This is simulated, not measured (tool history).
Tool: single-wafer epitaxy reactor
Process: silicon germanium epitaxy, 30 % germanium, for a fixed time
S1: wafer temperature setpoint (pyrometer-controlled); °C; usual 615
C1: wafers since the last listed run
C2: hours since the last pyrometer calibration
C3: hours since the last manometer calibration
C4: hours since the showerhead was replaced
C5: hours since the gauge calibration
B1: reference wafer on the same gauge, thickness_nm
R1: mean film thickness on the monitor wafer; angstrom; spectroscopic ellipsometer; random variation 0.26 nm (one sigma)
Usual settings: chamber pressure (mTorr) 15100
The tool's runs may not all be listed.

Run 1, hour 0.0: usual settings; C1 0; C2 1523.9; C3 895.8; C4 3162.6; C5 2628.7; B1 68.664. Result: R1 687.04 angstrom.
At hour 72.2: gauge calibrated.
Run 2, hour 91.7: usual settings but S1 607 °C, chamber pressure (mTorr) 13500; C1 2461; C2 1615.6; C3 987.5; C4 3254.3; C5 19.5; B1 68.666. Result: R1 565.04 angstrom.
Run 3, hour 157.6: usual settings; C1 1769; C2 1681.5; C3 1053.4; C4 3320.2; C5 85.4; B1 68.696. Result: R1 684.91 angstrom.
Run 4, hour 227.2: usual settings; C1 1868; C2 1751.1; C3 1123.0; C4 3389.8; C5 155.0; B1 68.785. Result: R1 681.59 angstrom.
Run 5, hour 266.2: usual settings; C1 1047; C2 1790.1; C3 1162.0; C4 3428.8; C5 194.0; B1 68.744. Result: R1 680.89 angstrom.
Run 6, hour 339.9: usual settings; C1 1978; C2 1863.8; C3 1235.7; C4 3502.5; C5 267.7; B1 68.684. Result: R1 674.96 angstrom.
Run 7, hour 427.0: usual settings; C1 2338; C2 1950.9; C3 1322.8; C4 3589.6; C5 354.8; B1 68.671. Result: R1 675.18 angstrom.
Run 8, hour 475.9: usual settings; C1 1312; C2 1999.8; C3 1371.7; C4 3638.5; C5 403.7; B1 68.662. Result: R1 672.07 angstrom.
At hour 507.8: pyrometer calibrated.
Run 9, hour 542.9: usual settings; C1 1583; C2 35.1; C3 1438.7; C4 3705.5; C5 470.7; B1 68.658. Result: R1 709.75 angstrom.
Run 10, hour 648.3: usual settings; C1 2829; C2 140.5; C3 1544.1; C4 3810.9; C5 576.1; B1 68.729. Result: R1 703.96 angstrom.
Run 11, hour 736.5: usual settings but chamber pressure (mTorr) 12400; C1 2367; C2 228.7; C3 1632.3; C4 3899.1; C5 664.3; B1 68.676. Result: R1 625.80 angstrom.
Run 12, hour 803.9: usual settings but chamber pressure (mTorr) 11300; C1 1809; C2 296.1; C3 1699.7; C4 3966.5; C5 731.7; B1 68.655. Result: R1 582.15 angstrom.
Run 13, hour 929.0: usual settings but S1 603 °C, chamber pressure (mTorr) 17200; C1 3358; C2 421.2; C3 1824.8; C4 4091.6; C5 856.8; B1 68.684. Result: R1 630.15 angstrom.
Run 14, hour 1020.5: usual settings; C1 2456; C2 512.7; C3 1916.3; C4 4183.1; C5 948.3; B1 68.691. Result: R1 705.35 angstrom.
Run 15, hour 1056.9: usual settings; C1 977; C2 549.1; C3 1952.7; C4 4219.5; C5 984.7; B1 68.666. Result: R1 703.16 angstrom.
Run 16, hour 1137.3: usual settings but S1 607 °C, chamber pressure (mTorr) 17400; C1 2158; C2 629.5; C3 2033.1; C4 4299.9; C5 1065.1; B1 68.705. Result: R1 671.60 angstrom.
At hour 1168.0: showerhead replaced.
Run 17, hour 1203.4: usual settings but S1 621 °C, chamber pressure (mTorr) 11500; C1 1559; C2 695.6; C3 2099.2; C4 35.4; C5 1131.2; B1 68.598. Result: R1 647.06 angstrom.
Run 18, hour 1302.1: usual settings; C1 2649; C2 794.3; C3 2197.9; C4 134.1; C5 1229.9; B1 68.703. Result: R1 697.29 angstrom.
Run 19, hour 1351.1: usual settings; C1 1315; C2 843.3; C3 2246.9; C4 183.1; C5 1278.9; B1 68.701. Result: R1 698.28 angstrom.
Run 20, hour 1452.9: usual settings but S1 620 °C, chamber pressure (mTorr) 12200; C1 2732; C2 945.1; C3 2348.7; C4 284.9; C5 1380.7; B1 68.732. Result: R1 658.35 angstrom.
Run 21, hour 1527.5: usual settings but S1 608 °C, chamber pressure (mTorr) 17600; C1 2002; C2 1019.7; C3 2423.3; C4 359.5; C5 1455.3; B1 68.661. Result: R1 680.43 angstrom.
At hour 1592.6: capacitance manometer re-zeroed and calibrated.
Run 22, hour 1620.2: usual settings but S1 625 °C, chamber pressure (mTorr) 16300; C1 2273; C2 1112.4; C3 27.6; C4 452.2; C5 1548.0; B1 68.577. Result: R1 858.12 angstrom.
Run 23, hour 1717.3: usual settings but chamber pressure (mTorr) 17300; C1 2606; C2 1209.5; C3 124.7; C4 549.3; C5 1645.1; B1 68.726. Result: R1 760.53 angstrom.
Run 24, hour 1794.1: usual settings; C1 2061; C2 1286.3; C3 201.5; C4 626.1; C5 1721.9; B1 68.744. Result: R1 695.88 angstrom.
Run 25, hour 1840.4: usual settings; C1 1242; C2 1332.6; C3 247.8; C4 672.4; C5 1768.2; B1 68.644. Result: R1 700.04 angstrom.
Run 26, hour 1881.5: usual settings but chamber pressure (mTorr) 17500; C1 1103; C2 1373.7; C3 288.9; C4 713.5; C5 1809.3; B1 68.742. Result: R1 762.67 angstrom.
Run 27, hour 1943.2: usual settings but chamber pressure (mTorr) 18000; C1 1656; C2 1435.4; C3 350.6; C4 775.2; C5 1871.0; B1 68.736. Result: R1 767.77 angstrom.
Run 28, hour 2020.6: usual settings but chamber pressure (mTorr) 17800; C1 2077; C2 1512.8; C3 428.0; C4 852.6; C5 1948.4; B1 68.800. Result: R1 760.60 angstrom.
Run 29, hour 2077.5: usual settings but S1 607 °C, chamber pressure (mTorr) 16100; C1 1527; C2 1569.7; C3 484.9; C4 909.5; C5 2005.3; B1 68.720. Result: R1 633.44 angstrom.
Run 30, hour 2180.5: usual settings but S1 606 °C; C1 2765; C2 1672.7; C3 587.9; C4 1012.5; C5 2108.3; B1 68.709. Result: R1 595.42 angstrom.
Run 31, hour 2261.2: usual settings; C1 2166; C2 1753.4; C3 668.6; C4 1093.2; C5 2189.0; B1 68.731. Result: R1 683.09 angstrom.
At hour 2315.4: pyrometer calibrated.
Run 32, hour 2321.2: usual settings but S1 623 °C, chamber pressure (mTorr) 18700; C1 1396; C2 5.8; C3 728.6; C4 1153.2; C5 2249.0; B1 68.671. Result: R1 906.04 angstrom.
Run 33, hour 2401.4: usual settings but S1 622 °C, chamber pressure (mTorr) 17900; C1 2153; C2 86.0; C3 808.8; C4 1233.4; C5 2329.2; B1 68.682. Result: R1 869.46 angstrom.
Run 34, hour 2442.8: usual settings but S1 607 °C, chamber pressure (mTorr) 17500; C1 1111; C2 127.4; C3 850.2; C4 1274.8; C5 2370.6; B1 68.723. Result: R1 679.36 angstrom.
Run 35, hour 2539.5: usual settings but S1 607 °C; C1 2596; C2 224.1; C3 946.9; C4 1371.5; C5 2467.3; B1 68.686. Result: R1 621.16 angstrom.

Forecast each of these 4 alternatives for the next run:
Run A, hour 2539.9: usual settings but S1 625 °C; C1 10; C2 224.5; C3 947.3; C4 1371.9; C5 2467.7; B1 ?. Result: R1 ?.
Run B, hour 2539.9: usual settings but S1 625 °C, chamber pressure (mTorr) 12100; C1 10; C2 224.5; C3 947.3; C4 1371.9; C5 2467.7; B1 ?. Result: R1 ?.
Run C, hour 2539.9: usual settings but S1 625 °C, chamber pressure (mTorr) 13000; C1 10; C2 224.5; C3 947.3; C4 1371.9; C5 2467.7; B1 ?. Result: R1 ?.
Run D, hour 2539.9: usual settings but S1 624 °C, chamber pressure (mTorr) 17900; C1 10; C2 224.5; C3 947.3; C4 1371.9; C5 2467.7; B1 ?. Result: R1 ?.

run      B1      R1
  A  68.726  823.77
  B  68.726  716.42
  C  68.726  751.06
  D  68.726  894.12
Without the tool's hidden state the same runs would have given:
run      R1
  A  835.61
  B  726.71
  C  761.85
  D  906.96

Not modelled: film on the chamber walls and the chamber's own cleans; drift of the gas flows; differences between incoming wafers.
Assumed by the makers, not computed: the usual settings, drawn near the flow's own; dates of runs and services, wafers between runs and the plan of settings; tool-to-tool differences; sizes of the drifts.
